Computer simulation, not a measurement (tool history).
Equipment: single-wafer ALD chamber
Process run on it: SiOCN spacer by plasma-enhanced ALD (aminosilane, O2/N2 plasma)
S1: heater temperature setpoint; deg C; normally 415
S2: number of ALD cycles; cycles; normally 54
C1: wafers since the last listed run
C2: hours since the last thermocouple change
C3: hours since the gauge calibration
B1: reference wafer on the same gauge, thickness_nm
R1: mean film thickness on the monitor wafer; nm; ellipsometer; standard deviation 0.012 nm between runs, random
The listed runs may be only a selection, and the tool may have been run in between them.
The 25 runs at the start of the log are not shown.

run 26 hour=1865.6 | S1=415 S2=54 | C1=497 C2=1029.3 C3=590.7 | B1=3.429 | R1=3.350
run 27 hour=1963.8 | S1=422 S2=54 | C1=482 C2=1127.5 C3=688.9 | B1=3.430 | R1=3.269
run 28 hour=2064.7 | S1=406 S2=63 | C1=495 C2=1228.4 C3=789.8 | B1=3.428 | R1=4.036
run 29 hour=2135.1 | S1=409 S2=44 | C1=346 C2=1298.8 C3=860.2 | B1=3.431 | R1=2.795
run 30 hour=2206.5 | S1=415 S2=54 | C1=350 C2=1370.2 C3=931.6 | B1=3.431 | R1=3.351
run 31 hour=2286.6 | S1=415 S2=54 | C1=393 C2=1450.3 C3=1011.7 | B1=3.427 | R1=3.385
run 32 hour=2346.2 | S1=415 S2=54 | C1=292 C2=1509.9 C3=1071.3 | B1=3.431 | R1=3.383
run 33 hour=2407.4 | S1=422 S2=61 | C1=300 C2=1571.1 C3=1132.5 | B1=3.430 | R1=3.699
run 34 hour=2504.5 | S1=425 S2=50 | C1=477 C2=1668.2 C3=1229.6 | B1=3.430 | R1=2.998

Each row is a separate what-if for the run after 34, all from the same tool condition, not one after another. Results?
run A hour=2505.0 | S1=415 S2=58 | C1=2 C2=1668.7 C3=1230.1 | B1=? | R1=?
run B hour=2505.0 | S1=415 S2=50 | C1=2 C2=1668.7 C3=1230.1 | B1=? | R1=?
run C hour=2505.0 | S1=409 S2=64 | C1=2 C2=1668.7 C3=1230.1 | B1=? | R1=?
run D hour=2505.0 | S1=406 S2=49 | C1=2 C2=1668.7 C3=1230.1 | B1=? | R1=?
run E hour=2505.0 | S1=408 S2=54 | C1=2 C2=1668.7 C3=1230.1 | B1=? | R1=?

run=A B1=3.430 R1=3.613
run=B B1=3.430 R1=3.115
run=C B1=3.430 R1=4.072
run=D B1=3.430 R1=3.148
run=E B1=3.430 R1=3.447
Had the tool no hidden state, the same runs would have come out as:
run=A R1=3.558
run=B R1=3.067
run=C R1=4.010
run=D R1=3.103
run=E R1=3.396
